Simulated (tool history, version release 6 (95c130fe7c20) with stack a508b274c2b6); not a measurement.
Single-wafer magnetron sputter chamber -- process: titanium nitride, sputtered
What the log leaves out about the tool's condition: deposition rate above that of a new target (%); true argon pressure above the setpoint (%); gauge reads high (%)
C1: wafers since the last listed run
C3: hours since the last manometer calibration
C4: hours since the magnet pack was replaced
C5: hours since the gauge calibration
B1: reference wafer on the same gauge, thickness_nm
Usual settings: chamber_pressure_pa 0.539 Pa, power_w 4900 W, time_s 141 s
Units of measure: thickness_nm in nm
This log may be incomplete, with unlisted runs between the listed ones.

{"run": 1, "hour": 0.0, "chamber_pressure_pa": 0.449, "power_w": 5600, "time_s": 141, "C1": 0, "wafers on the sputter target": 2569, "C3": 469.6, "C4": 9658.6, "C5": 120.2, "B1": 129.986, "thickness_nm": 136.746}
{"run": 2, "hour": 132.2, "chamber_pressure_pa": 0.539, "power_w": 4900, "time_s": 135, "C1": 1303, "wafers on the sputter target": 3872, "C3": 601.8, "C4": 9790.8, "C5": 252.4, "B1": 130.069, "thickness_nm": 114.245}
{"run": 3, "hour": 190.9, "chamber_pressure_pa": 0.539, "power_w": 4900, "time_s": 141, "C1": 578, "wafers on the sputter target": 4451, "C3": 660.5, "C4": 9849.5, "C5": 311.1, "B1": 129.933, "thickness_nm": 118.861}
{"run": 4, "hour": 227.4, "chamber_pressure_pa": 0.539, "power_w": 4900, "time_s": 141, "C1": 359, "wafers on the sputter target": 4811, "C3": 697, "C4": 9886, "C5": 347.6, "B1": 130.053, "thickness_nm": 119.073}
{"run": 5, "hour": 274.7, "chamber_pressure_pa": 0.539, "power_w": 4600, "time_s": 141, "C1": 466, "wafers on the sputter target": 5277, "C3": 744.3, "C4": 9933.3, "C5": 394.9, "B1": 129.915, "thickness_nm": 113.844}
{"run": 6, "hour": 320.2, "chamber_pressure_pa": 0.539, "power_w": 4600, "time_s": 141, "C1": 448, "wafers on the sputter target": 5726, "C3": 789.8, "C4": 9978.8, "C5": 440.4, "B1": 129.869, "thickness_nm": 113.315}
{"run": 7, "hour": 370.8, "chamber_pressure_pa": 0.649, "power_w": 4900, "time_s": 141, "C1": 498, "wafers on the sputter target": 6224, "C3": 840.4, "C4": 10029.4, "C5": 491, "B1": 130.039, "thickness_nm": 113.922}
{"run": 8, "hour": 397.9, "chamber_pressure_pa": 0.598, "power_w": 4900, "time_s": 141, "C1": 267, "wafers on the sputter target": 6492, "C3": 867.5, "C4": 10056.5, "C5": 518.1, "B1": 130.008, "thickness_nm": 115.602}
{"run": 9, "hour": 440.5, "chamber_pressure_pa": 0.598, "power_w": 4900, "time_s": 141, "C1": 420, "wafers on the sputter target": 6912, "C3": 910.1, "C4": 10099.1, "C5": 560.7, "B1": 130.069, "thickness_nm": 115.508}
{"hour": 464.1, "done": "capacitance manometer re-zeroed and calibrated"}
{"hour": 481.4, "done": "sputter target and shields replaced"}
{"run": 10, "hour": 486.6, "chamber_pressure_pa": 0.598, "power_w": 4900, "time_s": 141, "C1": 296, "wafers on the sputter target": 51, "C3": 22.5, "C4": 10145.2, "C5": 606.8, "B1": 130.069, "thickness_nm": 117.218}
{"run": 11, "hour": 556.6, "chamber_pressure_pa": 0.68, "power_w": 4900, "time_s": 141, "C1": 690, "wafers on the sputter target": 741, "C3": 92.5, "C4": 10215.2, "C5": 676.8, "B1": 130.121, "thickness_nm": 114.181}
{"run": 12, "hour": 611.2, "chamber_pressure_pa": 0.68, "power_w": 4900, "time_s": 141, "C1": 538, "wafers on the sputter target": 1279, "C3": 147.1, "C4": 10269.8, "C5": 731.4, "B1": 129.942, "thickness_nm": 113.609}
{"run": 13, "hour": 659.1, "chamber_pressure_pa": 0.539, "power_w": 4900, "time_s": 119, "C1": 472, "wafers on the sputter target": 1752, "C3": 195, "C4": 10317.7, "C5": 779.3, "B1": 130.041, "thickness_nm": 101.019}
{"run": 14, "hour": 705.0, "chamber_pressure_pa": 0.539, "power_w": 4900, "time_s": 141, "C1": 452, "wafers on the sputter target": 2204, "C3": 240.9, "C4": 10363.6, "C5": 825.2, "B1": 130.014, "thickness_nm": 120.18}
{"run": 15, "hour": 769.0, "chamber_pressure_pa": 0.539, "power_w": 4900, "time_s": 141, "C1": 631, "wafers on the sputter target": 2835, "C3": 304.9, "C4": 10427.6, "C5": 889.2, "B1": 130.039, "thickness_nm": 119.676}
{"run": 16, "hour": 835.1, "chamber_pressure_pa": 0.731, "power_w": 4300, "time_s": 156, "C1": 651, "wafers on the sputter target": 3487, "C3": 371, "C4": 10493.7, "C5": 955.3, "B1": 130.028, "thickness_nm": 112.186}
{"run": 17, "hour": 867.2, "chamber_pressure_pa": 0.438, "power_w": 5200, "time_s": 160, "C1": 316, "wafers on the sputter target": 3803, "C3": 403.1, "C4": 10525.8, "C5": 987.4, "B1": 129.997, "thickness_nm": 146.339}
{"run": 18, "hour": 920.7, "chamber_pressure_pa": 0.43, "power_w": 4900, "time_s": 141, "C1": 527, "wafers on the sputter target": 4331, "C3": 456.6, "C4": 10579.3, "C5": 1040.9, "B1": 130.078, "thickness_nm": 124.387}
{"hour": 985.8, "done": "magnet pack replaced"}
{"run": 19, "hour": 988.7, "chamber_pressure_pa": 0.38, "power_w": 4900, "time_s": 141, "C1": 591, "wafers on the sputter target": 4923, "C3": 524.6, "C4": 2.9, "C5": 1108.9, "B1": 129.928, "thickness_nm": 126.169}
{"hour": 1024.9, "done": "gauge calibrated"}
{"run": 20, "hour": 1040.5, "chamber_pressure_pa": 0.337, "power_w": 4900, "time_s": 141, "C1": 510, "wafers on the sputter target": 5433, "C3": 576.4, "C4": 54.7, "C5": 15.6, "B1": 129.939, "thickness_nm": 127.727}
{"hour": 1123.6, "done": "sputter target and shields replaced"}
{"run": 21, "hour": 1234.6, "chamber_pressure_pa": 0.619, "power_w": 4900, "time_s": 132, "C1": 1834, "wafers on the sputter target": 1094, "C3": 770.5, "C4": 248.8, "C5": 209.7, "B1": 129.903, "thickness_nm": 108.625}
{"run": 22, "hour": 1271.9, "chamber_pressure_pa": 0.539, "power_w": 4900, "time_s": 153, "C1": 367, "wafers on the sputter target": 1461, "C3": 807.8, "C4": 286.1, "C5": 247, "B1": 130.012, "thickness_nm": 130.358}
{"run": 23, "hour": 1307.1, "chamber_pressure_pa": 0.479, "power_w": 4450, "time_s": 165, "C1": 347, "wafers on the sputter target": 1808, "C3": 843, "C4": 321.3, "C5": 282.2, "B1": 129.984, "thickness_nm": 133.158}
{"run": 24, "hour": 1362.8, "chamber_pressure_pa": 0.471, "power_w": 4900, "time_s": 141, "C1": 549, "wafers on the sputter target": 2358, "C3": 898.7, "C4": 377, "C5": 337.9, "B1": 130.051, "thickness_nm": 122.291}
{"hour": 1419.0, "done": "capacitance manometer re-zeroed and calibrated"}
{"run": 25, "hour": 1419.5, "chamber_pressure_pa": 0.473, "power_w": 5700, "time_s": 141, "C1": 480, "wafers on the sputter target": 2838, "C3": 0.5, "C4": 433.7, "C5": 394.6, "B1": 130.037, "thickness_nm": 136.88}
{"run": 26, "hour": 1476.9, "chamber_pressure_pa": 0.705, "power_w": 3800, "time_s": 126, "C1": 565, "wafers on the sputter target": 3404, "C3": 57.9, "C4": 491.1, "C5": 452, "B1": 130.077, "thickness_nm": 84.062}
{"run": 27, "hour": 1544.5, "chamber_pressure_pa": 0.539, "power_w": 4900, "time_s": 141, "C1": 666, "wafers on the sputter target": 4070, "C3": 125.5, "C4": 558.7, "C5": 519.6, "B1": 130.015, "thickness_nm": 119.027}

Here are 5 independent what-if runs from the current tool condition. What would each one return?
{"run": "A", "hour": 1544.9, "chamber_pressure_pa": 0.539, "power_w": 4900, "time_s": 141, "C1": 3, "wafers on the sputter target": 4074, "C3": 125.9, "C4": 559.1, "C5": 520, "B1": "?", "thickness_nm": "?"}
{"run": "B", "hour": 1544.9, "chamber_pressure_pa": 0.344, "power_w": 4900, "time_s": 168, "C1": 3, "wafers on the sputter target": 4074, "C3": 125.9, "C4": 559.1, "C5": 520, "B1": "?", "thickness_nm": "?"}
{"run": "C", "hour": 1544.9, "chamber_pressure_pa": 0.539, "power_w": 4900, "time_s": 131, "C1": 3, "wafers on the sputter target": 4074, "C3": 125.9, "C4": 559.1, "C5": 520, "B1": "?", "thickness_nm": "?"}
{"run": "D", "hour": 1544.9, "chamber_pressure_pa": 0.539, "power_w": 5850, "time_s": 162, "C1": 3, "wafers on the sputter target": 4074, "C3": 125.9, "C4": 559.1, "C5": 520, "B1": "?", "thickness_nm": "?"}
{"run": "E", "hour": 1544.9, "chamber_pressure_pa": 0.735, "power_w": 3950, "time_s": 141, "C1": 3, "wafers on the sputter target": 4074, "C3": 125.9, "C4": 559.1, "C5": 520, "B1": "?", "thickness_nm": "?"}

run=A B1=129.989 thickness_nm=119.124
run=B B1=129.989 thickness_nm=152.378
run=C B1=129.989 thickness_nm=110.675
run=D B1=129.989 thickness_nm=156.488
run=E B1=129.989 thickness_nm=95.196
What these runs would have given with no unlogged condition in the tool:
run=A thickness_nm=120.14
run=B thickness_nm=153.679
run=C thickness_nm=111.62
run=D thickness_nm=157.824
run=E thickness_nm=96.008
